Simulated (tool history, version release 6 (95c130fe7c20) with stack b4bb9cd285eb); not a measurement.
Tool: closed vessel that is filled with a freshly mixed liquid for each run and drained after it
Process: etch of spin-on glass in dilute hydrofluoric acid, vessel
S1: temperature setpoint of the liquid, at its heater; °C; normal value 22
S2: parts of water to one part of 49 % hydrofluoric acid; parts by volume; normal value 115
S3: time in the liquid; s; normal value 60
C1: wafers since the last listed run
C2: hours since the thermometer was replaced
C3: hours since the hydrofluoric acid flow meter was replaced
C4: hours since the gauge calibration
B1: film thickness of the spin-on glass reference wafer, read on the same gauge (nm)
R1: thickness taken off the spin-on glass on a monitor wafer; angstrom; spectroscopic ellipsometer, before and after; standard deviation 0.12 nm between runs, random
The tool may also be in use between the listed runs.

run,hour,S1,S2,S3,C1,C2,C3,C4,B1,R1
1,0,22,155,75,0,739.6,1053.1,199.8,59.45,193.8
2,28.8,22,155,75,3183,768.4,1081.9,228.6,59.38,192.5
3,52.3,22,155,75,2597,791.9,1105.4,252.1,59.34,192.7
4,67.4,22,115,60,1669,807,1120.5,267.2,59.29,217.9
5,95.6,23.5,115,60,3117,835.2,1148.7,295.4,59.21,227.6
6,128.8,23.5,115,60,3670,868.4,1181.9,328.6,59.13,229.1
7,162.4,23.5,115,60,3714,902,1215.5,362.2,59.08,227.3
8,194.8,23,115,60,3581,934.4,1247.9,394.6,58.99,224
9,217.3,23,115,60,2487,956.9,1270.4,417.1,58.94,223.8
10,237,22,115,60,2177,976.6,1290.1,436.8,58.89,214.9
# hour 248.8: gauge calibrated
11,270.5,22,115,60,3703,1010.1,1323.6,21.7,59.93,219
12,352.4,23.5,115,60,9054,1092,1405.5,103.6,59.73,232.3
13,384.4,23.5,70,70,3537,1124,1437.5,135.6,59.68,472.1
14,419.3,22,135,40,3858,1158.9,1472.4,170.5,59.61,120.4
# hour 447.6: hydrofluoric acid flow meter replaced
15,447.9,22,115,95,3051,1187.5,0.3,199.1,59.52,340.6
16,478.7,22,115,30,3404,1218.3,31.1,229.9,59.45,109.2
# hour 529.5: thermometer replaced
17,543.1,22,55,90,7008,13.6,95.5,294.3,59.3,730.6
18,563.5,19,115,60,2255,34,115.9,314.7,59.24,192.1
19,579.6,25.5,75,30,1779,50.1,132,330.8,59.23,201.5
20,606.4,22,115,60,2962,76.9,158.8,357.6,59.15,217.1
21,630.5,22,115,60,2664,101,182.9,381.7,59.07,217.1
22,664.3,18,115,60,3736,134.8,216.7,415.5,58.99,183.5

Alternative continuations, all from the tool just after run 22; predict every row:
A,665,20.5,115,60,77,135.5,217.4,416.2,?,?
B,665,25,115,75,77,135.5,217.4,416.2,?,?
C,665,22,75,60,77,135.5,217.4,416.2,?,?

run,B1,R1
A,59.01,201.6
B,59.01,301.2
C,59.01,344.2
With no hidden state in the tool, these same runs would have given:
run,R1
A,205
B,306.3
C,350
